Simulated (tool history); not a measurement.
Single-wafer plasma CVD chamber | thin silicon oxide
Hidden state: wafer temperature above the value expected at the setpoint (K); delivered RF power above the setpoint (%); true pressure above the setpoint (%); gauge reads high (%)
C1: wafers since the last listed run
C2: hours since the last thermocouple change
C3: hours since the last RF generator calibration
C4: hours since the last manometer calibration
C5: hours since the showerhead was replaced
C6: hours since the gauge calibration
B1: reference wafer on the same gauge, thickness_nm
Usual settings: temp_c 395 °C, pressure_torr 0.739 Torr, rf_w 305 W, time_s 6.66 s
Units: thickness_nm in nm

{"run": 1, "day": 0.0, "temp_c": 395, "pressure_torr": 0.739, "rf_w": 305, "time_s": 6.66, "C1": 0, "C2": 1354.9, "C3": 562.1, "C4": 1547.4, "C5": 1434.3, "C6": 2546.4, "B1": 12.397, "thickness_nm": 12.274}
{"run": 2, "day": 3.317, "temp_c": 395, "pressure_torr": 0.739, "rf_w": 305, "time_s": 6.66, "C1": 2339, "C2": 1434.5, "C3": 641.7, "C4": 1627, "C5": 1513.9, "C6": 2626, "B1": 12.394, "thickness_nm": 12.254}
{"run": 3, "day": 5.112, "temp_c": 388, "pressure_torr": 0.739, "rf_w": 290, "time_s": 6.66, "C1": 1266, "C2": 1477.6, "C3": 684.8, "C4": 1670.1, "C5": 1557, "C6": 2669.1, "B1": 12.4, "thickness_nm": 11.994}
{"run": 4, "day": 8.171, "temp_c": 388, "pressure_torr": 0.739, "rf_w": 290, "time_s": 6.66, "C1": 2157, "C2": 1551, "C3": 758.2, "C4": 1743.5, "C5": 1630.4, "C6": 2742.5, "B1": 12.392, "thickness_nm": 11.957}
{"run": 5, "day": 11.454, "temp_c": 388, "pressure_torr": 0.739, "rf_w": 290, "time_s": 6.66, "C1": 2316, "C2": 1629.8, "C3": 837, "C4": 1822.3, "C5": 1709.2, "C6": 2821.3, "B1": 12.401, "thickness_nm": 11.902}
{"run": 6, "day": 13.767, "temp_c": 402, "pressure_torr": 0.739, "rf_w": 305, "time_s": 6.66, "C1": 1631, "C2": 1685.3, "C3": 892.5, "C4": 1877.8, "C5": 1764.7, "C6": 2876.8, "B1": 12.401, "thickness_nm": 12.068}
{"day": 18.075, "done": "RF generator calibrated"}
{"run": 7, "day": 24.542, "temp_c": 403, "pressure_torr": 0.739, "rf_w": 285, "time_s": 6.66, "C1": 7366, "C2": 1943.9, "C3": 155.2, "C4": 2136.4, "C5": 2023.3, "C6": 3135.4, "B1": 12.405, "thickness_nm": 12.032}
{"run": 8, "day": 27.188, "temp_c": 403, "pressure_torr": 0.739, "rf_w": 285, "time_s": 6.66, "C1": 1866, "C2": 2007.4, "C3": 218.7, "C4": 2199.9, "C5": 2086.8, "C6": 3198.9, "B1": 12.408, "thickness_nm": 12.019}
{"run": 9, "day": 29.071, "temp_c": 395, "pressure_torr": 0.739, "rf_w": 275, "time_s": 7.72, "C1": 1328, "C2": 2052.6, "C3": 263.9, "C4": 2245.1, "C5": 2132, "C6": 3244.1, "B1": 12.397, "thickness_nm": 13.739}
{"run": 10, "day": 33.383, "temp_c": 395, "pressure_torr": 0.739, "rf_w": 275, "time_s": 7.72, "C1": 3042, "C2": 2156.1, "C3": 367.4, "C4": 2348.6, "C5": 2235.5, "C6": 3347.6, "B1": 12.4, "thickness_nm": 13.701}
{"run": 11, "day": 35.025, "temp_c": 404, "pressure_torr": 0.739, "rf_w": 320, "time_s": 6.66, "C1": 1158, "C2": 2195.5, "C3": 406.8, "C4": 2388, "C5": 2274.9, "C6": 3387, "B1": 12.403, "thickness_nm": 12.598}
{"run": 12, "day": 38.871, "temp_c": 395, "pressure_torr": 0.739, "rf_w": 275, "time_s": 6.66, "C1": 2713, "C2": 2287.8, "C3": 499.1, "C4": 2480.3, "C5": 2367.2, "C6": 3479.3, "B1": 12.409, "thickness_nm": 11.816}
{"day": 41.704, "done": "showerhead replaced"}
{"run": 13, "day": 41.725, "temp_c": 407, "pressure_torr": 0.6, "rf_w": 340, "time_s": 5.98, "C1": 1778, "C2": 2356.3, "C3": 567.6, "C4": 2548.8, "C5": 0.5, "C6": 3547.8, "B1": 12.403, "thickness_nm": 9.251}
{"run": 14, "day": 43.888, "temp_c": 384, "pressure_torr": 0.739, "rf_w": 305, "time_s": 7.32, "C1": 1525, "C2": 2408.2, "C3": 619.5, "C4": 2600.7, "C5": 52.4, "C6": 3599.7, "B1": 12.398, "thickness_nm": 13.643}
{"run": 15, "day": 45.525, "temp_c": 395, "pressure_torr": 0.739, "rf_w": 265, "time_s": 5.96, "C1": 1155, "C2": 2447.5, "C3": 658.8, "C4": 2640, "C5": 91.7, "C6": 3639, "B1": 12.409, "thickness_nm": 10.385}
{"run": 16, "day": 49.767, "temp_c": 395, "pressure_torr": 0.739, "rf_w": 305, "time_s": 6.66, "C1": 2992, "C2": 2549.3, "C3": 760.6, "C4": 2741.8, "C5": 193.5, "C6": 3740.8, "B1": 12.388, "thickness_nm": 12.27}
{"run": 17, "day": 53.208, "temp_c": 407, "pressure_torr": 0.739, "rf_w": 305, "time_s": 6.66, "C1": 2428, "C2": 2631.9, "C3": 843.2, "C4": 2824.4, "C5": 276.1, "C6": 3823.4, "B1": 12.4, "thickness_nm": 12.218}
{"run": 18, "day": 55.804, "temp_c": 395, "pressure_torr": 0.739, "rf_w": 305, "time_s": 5.33, "C1": 1831, "C2": 2694.2, "C3": 905.5, "C4": 2886.7, "C5": 338.4, "C6": 3885.7, "B1": 12.41, "thickness_nm": 9.743}
{"run": 19, "day": 57.683, "temp_c": 395, "pressure_torr": 0.826, "rf_w": 340, "time_s": 6.19, "C1": 1325, "C2": 2739.3, "C3": 950.6, "C4": 2931.8, "C5": 383.5, "C6": 3930.8, "B1": 12.398, "thickness_nm": 13.094}
{"day": 58.121, "done": "capacitance manometer re-zeroed and calibrated"}
{"day": 60.067, "done": "gauge calibrated"}
{"day": 60.183, "done": "thermocouple changed; heater temperature recalibrated"}
{"run": 20, "day": 62.071, "temp_c": 395, "pressure_torr": 0.595, "rf_w": 255, "time_s": 7.25, "C1": 2625, "C2": 45.3, "C3": 1055.9, "C4": 94.8, "C5": 488.8, "C6": 48.1, "B1": 12.407, "thickness_nm": 9.414}
{"day": 62.462, "done": "RF generator calibrated"}
{"run": 21, "day": 65.767, "temp_c": 402, "pressure_torr": 0.739, "rf_w": 305, "time_s": 6.66, "C1": 2372, "C2": 134, "C3": 79.3, "C4": 183.5, "C5": 577.5, "C6": 136.8, "B1": 12.395, "thickness_nm": 12.185}
{"run": 22, "day": 68.462, "temp_c": 383, "pressure_torr": 0.881, "rf_w": 325, "time_s": 7.59, "C1": 1901, "C2": 198.7, "C3": 144, "C4": 248.2, "C5": 642.2, "C6": 201.5, "B1": 12.402, "thickness_nm": 17.011}
{"run": 23, "day": 72.725, "temp_c": 401, "pressure_torr": 0.739, "rf_w": 305, "time_s": 6.66, "C1": 3007, "C2": 301, "C3": 246.3, "C4": 350.5, "C5": 744.5, "C6": 303.8, "B1": 12.406, "thickness_nm": 12.193}
{"run": 24, "day": 75.471, "temp_c": 381, "pressure_torr": 0.739, "rf_w": 305, "time_s": 5.57, "C1": 1937, "C2": 366.9, "C3": 312.2, "C4": 416.4, "C5": 810.4, "C6": 369.7, "B1": 12.415, "thickness_nm": 10.361}
{"run": 25, "day": 79.192, "temp_c": 408, "pressure_torr": 0.739, "rf_w": 305, "time_s": 7.24, "C1": 2625, "C2": 456.2, "C3": 401.5, "C4": 505.7, "C5": 899.7, "C6": 459, "B1": 12.408, "thickness_nm": 13.186}
{"run": 26, "day": 83.254, "temp_c": 395, "pressure_torr": 0.739, "rf_w": 305, "time_s": 6.66, "C1": 2866, "C2": 553.7, "C3": 499, "C4": 603.2, "C5": 997.2, "C6": 556.5, "B1": 12.41, "thickness_nm": 12.126}

Forecast run 27:
{"run": 27, "day": 88.925, "temp_c": 395, "pressure_torr": 0.739, "rf_w": 340, "time_s": 6.66, "C1": 4000, "C2": 689.8, "C3": 635.1, "C4": 739.3, "C5": 1133.3, "C6": 692.6, "B1": "?", "thickness_nm": "?"}

Run 27 gave B1 12.405, thickness_nm 12.659 nm.
Without the tool's hidden state the same run would have given thickness_nm 12.901 nm.
